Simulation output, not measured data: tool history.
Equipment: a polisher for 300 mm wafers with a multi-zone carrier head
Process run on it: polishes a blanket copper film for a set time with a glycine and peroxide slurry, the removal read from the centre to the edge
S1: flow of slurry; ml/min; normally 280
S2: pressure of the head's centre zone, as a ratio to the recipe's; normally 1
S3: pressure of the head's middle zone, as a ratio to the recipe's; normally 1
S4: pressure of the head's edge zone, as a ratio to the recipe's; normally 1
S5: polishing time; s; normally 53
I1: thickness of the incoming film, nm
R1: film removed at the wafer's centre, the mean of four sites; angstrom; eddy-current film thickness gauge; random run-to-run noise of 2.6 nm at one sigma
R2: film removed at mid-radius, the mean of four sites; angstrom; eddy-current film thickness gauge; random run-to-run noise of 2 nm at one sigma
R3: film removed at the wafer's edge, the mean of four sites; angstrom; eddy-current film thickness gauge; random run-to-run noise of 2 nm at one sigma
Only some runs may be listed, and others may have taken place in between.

run,hour,S1,S2,S3,S4,S5,I1,R1,R2,R3
1,0,235,1,1.09,1,53,1902.9,2041,2269,2073
2,10.1,235,1,1.09,1,53,1893.8,2039,2282,2057
3,21,280,1,1,1,53,1896.9,2092,2112,2062
# hour 41.1: worn pad replaced by a new one
4,41.6,280,1,1,1,53,1914.6,1903,1920,1875
5,46.4,280,1,1,1,53,1888.9,1858,1918,1881
# hour 80.2: edge zone pressure recalibrated
# hour 90.7: worn pad replaced by a new one, repeated, since the last time left the tool worse
6,91.2,280,1,1,1,53,1913.1,2074,2238,2144
7,104.6,280,1,1,1,53,1904.7,2101,2188,2145
# hour 113.7: carrier head's membrane replaced by a new one
8,117.3,280,1,1,1,53,1905.2,2088,2201,2135
9,126.3,280,1,1,1.1,53,1884.5,2128,2167,2190
10,135.6,370,1,1,1,63,1922.6,2514,2601,2530
# hour 139.2: slurry nozzle cleaned
11,146.4,280,1,1,1,68,1901.3,2670,2768,2666
12,164.2,280,1,1,1,53,1916.4,1970,2033,2030
13,176.9,320,1.06,1,0.9,53,1895.9,2059,2028,1914
# hour 182.4: worn pad replaced by a new one
# hour 188.6: centre zone pressure recalibrated
14,189.1,340,1,1,1.09,62,1886.8,2575,2583,2621
15,237.4,280,0.94,1,1,35,1881.7,1318,1390,1413

Alternative continuations, all from the tool just after run 15; predict every row:
A,237.8,280,1.1,1,1,53,1944.1,?,?,?
B,237.8,320,1,1,1.04,67,1944.1,?,?,?
C,237.8,280,1,1.06,1,53,1944.1,?,?,?
D,237.8,280,1,1,1,40,1944.1,?,?,?
E,237.8,280,1,1.06,1,43,1944.1,?,?,?

run,R1,R2,R3
A,2229,2121,2100
B,2672,2709,2727
C,2091,2229,2098
D,1577,1601,1585
E,1697,1808,1702
The same runs, with their run-to-run variation unchanged, on a tool lacking any hidden condition would have given:
run,R1,R2,R3
A,2318,2205,2184
B,2779,2817,2836
C,2175,2318,2182
D,1641,1665,1648
E,1764,1880,1770
